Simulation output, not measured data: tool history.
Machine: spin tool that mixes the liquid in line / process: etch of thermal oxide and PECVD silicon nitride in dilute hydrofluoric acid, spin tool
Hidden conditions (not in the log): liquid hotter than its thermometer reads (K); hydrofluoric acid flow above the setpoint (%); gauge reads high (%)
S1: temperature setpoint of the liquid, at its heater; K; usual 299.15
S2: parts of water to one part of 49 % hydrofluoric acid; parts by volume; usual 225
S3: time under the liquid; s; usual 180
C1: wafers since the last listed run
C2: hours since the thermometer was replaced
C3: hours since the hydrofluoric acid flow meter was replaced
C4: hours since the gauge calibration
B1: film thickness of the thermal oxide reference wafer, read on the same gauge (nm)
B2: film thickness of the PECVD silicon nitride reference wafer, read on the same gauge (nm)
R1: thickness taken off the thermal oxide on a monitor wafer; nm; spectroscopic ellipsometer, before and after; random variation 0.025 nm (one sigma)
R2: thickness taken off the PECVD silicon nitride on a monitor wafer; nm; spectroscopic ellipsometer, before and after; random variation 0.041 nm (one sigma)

| run | hour | S1 | S2 | S3 | C1 | C2 | C3 | C4 | B1 | B2 | R1 | R2 |
|---|---|---|---|---|---|---|---|---|---|---|---|---|
| 1 | 0.0 | 299.15 | 225 | 180 | 0 | 1123.5 | 1344.1 | 2826.5 | 30.012 | 99.982 | 3.740 | 3.755 |
| 2 | 91.7 | 299.15 | 225 | 180 | 576 | 1215.2 | 1435.8 | 2918.2 | 30.010 | 99.984 | 3.796 | 3.789 |
| 3 | 138.8 | 299.15 | 225 | 180 | 296 | 1262.3 | 1482.9 | 2965.3 | 29.963 | 100.031 | 3.789 | 3.836 |
|  | 184.2 | thermometer replaced |
| 4 | 186.3 | 302.65 | 325 | 255 | 292 | 2.1 | 1530.4 | 3012.8 | 29.999 | 99.999 | 3.714 | 4.502 |
| 5 | 252.8 | 299.15 | 225 | 180 | 417 | 68.6 | 1596.9 | 3079.3 | 30.014 | 100.042 | 3.789 | 3.794 |
| 6 | 300.4 | 303.15 | 325 | 220 | 299 | 116.2 | 1644.5 | 3126.9 | 30.009 | 100.023 | 3.330 | 4.119 |
| 7 | 604.2 | 299.15 | 260 | 105 | 1909 | 420.0 | 1948.3 | 3430.7 | 30.018 | 100.035 | 1.894 | 1.903 |
| 8 | 709.1 | 299.15 | 225 | 70 | 659 | 524.9 | 2053.2 | 3535.6 | 30.013 | 100.017 | 1.500 | 1.486 |
| 9 | 773.1 | 299.15 | 260 | 105 | 402 | 588.9 | 2117.2 | 3599.6 | 30.000 | 100.022 | 1.901 | 1.941 |
| 10 | 823.4 | 299.15 | 275 | 240 | 316 | 639.2 | 2167.5 | 3649.9 | 30.023 | 100.028 | 4.016 | 4.313 |
|  | 900.8 | hydrofluoric acid flow meter replaced |
| 11 | 915.6 | 299.15 | 275 | 180 | 573 | 731.4 | 14.8 | 3742.1 | 29.965 | 99.960 | 2.747 | 2.991 |
| 12 | 1003.6 | 299.15 | 225 | 140 | 553 | 819.4 | 102.8 | 3830.1 | 29.979 | 100.017 | 2.772 | 2.756 |
| 13 | 1052.4 | 294.15 | 290 | 135 | 306 | 868.2 | 151.6 | 3878.9 | 29.987 | 100.006 | 1.602 | 1.530 |
| 14 | 1092.0 | 299.15 | 225 | 180 | 248 | 907.8 | 191.2 | 3918.5 | 30.014 | 99.982 | 3.515 | 3.648 |
| 15 | 1164.8 | 302.15 | 225 | 180 | 457 | 980.6 | 264.0 | 3991.3 | 30.019 | 99.978 | 3.949 | 4.337 |
| 16 | 1234.3 | 299.15 | 225 | 180 | 436 | 1050.1 | 333.5 | 4060.8 | 30.006 | 99.999 | 3.616 | 3.545 |
|  | 1304.5 | gauge calibrated |
| 17 | 1549.3 | 299.15 | 275 | 225 | 1979 | 1365.1 | 648.5 | 244.8 | 29.985 | 99.955 | 3.543 | 3.728 |
|  | 1711.3 | thermometer replaced |
| 18 | 1809.9 | 299.15 | 225 | 180 | 1631 | 98.6 | 909.1 | 505.4 | 29.991 | 99.984 | 3.690 | 3.756 |
| 19 | 1877.8 | 299.15 | 225 | 95 | 426 | 166.5 | 977.0 | 573.3 | 30.010 | 99.984 | 1.957 | 1.956 |
| 20 | 1951.9 | 295.65 | 185 | 240 | 465 | 240.6 | 1051.1 | 647.4 | 29.998 | 99.996 | 5.494 | 4.802 |
| 21 | 1994.1 | 299.15 | 195 | 120 | 265 | 282.8 | 1093.3 | 689.6 | 30.008 | 99.996 | 2.954 | 2.898 |
| 22 | 2044.2 | 299.15 | 260 | 105 | 314 | 332.9 | 1143.4 | 739.7 | 30.010 | 100.023 | 1.826 | 1.850 |
| 23 | 2144.1 | 297.65 | 270 | 180 | 627 | 432.8 | 1243.3 | 839.6 | 29.961 | 100.048 | 2.852 | 2.851 |
| 24 | 2221.7 | 299.15 | 225 | 180 | 487 | 510.4 | 1320.9 | 917.2 | 30.047 | 100.049 | 3.767 | 3.749 |

Here are 5 independent what-if runs from the current tool condition. What would each one return?
| A | 2222.2 | 299.15 | 265 | 180 | 3 | 510.9 | 1321.4 | 917.7 | ? | ? | ? | ? |
| B | 2222.2 | 299.15 | 225 | 210 | 3 | 510.9 | 1321.4 | 917.7 | ? | ? | ? | ? |
| C | 2222.2 | 302.15 | 160 | 235 | 3 | 510.9 | 1321.4 | 917.7 | ? | ? | ? | ? |
| D | 2222.2 | 299.15 | 120 | 280 | 3 | 510.9 | 1321.4 | 917.7 | ? | ? | ? | ? |
| E | 2222.2 | 299.15 | 330 | 180 | 3 | 510.9 | 1321.4 | 917.7 | ? | ? | ? | ? |

| run | B1 | B2 | R1 | R2 |
|---|---|---|---|---|
| A | 29.996 | 100.021 | 3.053 | 3.218 |
| B | 29.996 | 100.021 | 4.370 | 4.422 |
| C | 29.996 | 100.021 | 8.243 | 8.393 |
| D | 29.996 | 100.021 | 12.279 | 11.040 |
| E | 29.996 | 100.021 | 2.301 | 2.583 |
What these runs would have given with no unlogged condition in the tool:
| run | R1 | R2 |
|---|---|---|
| A | 2.829 | 3.031 |
| B | 4.058 | 4.165 |
| C | 7.673 | 7.900 |
| D | 11.465 | 10.402 |
| E | 2.127 | 2.432 |

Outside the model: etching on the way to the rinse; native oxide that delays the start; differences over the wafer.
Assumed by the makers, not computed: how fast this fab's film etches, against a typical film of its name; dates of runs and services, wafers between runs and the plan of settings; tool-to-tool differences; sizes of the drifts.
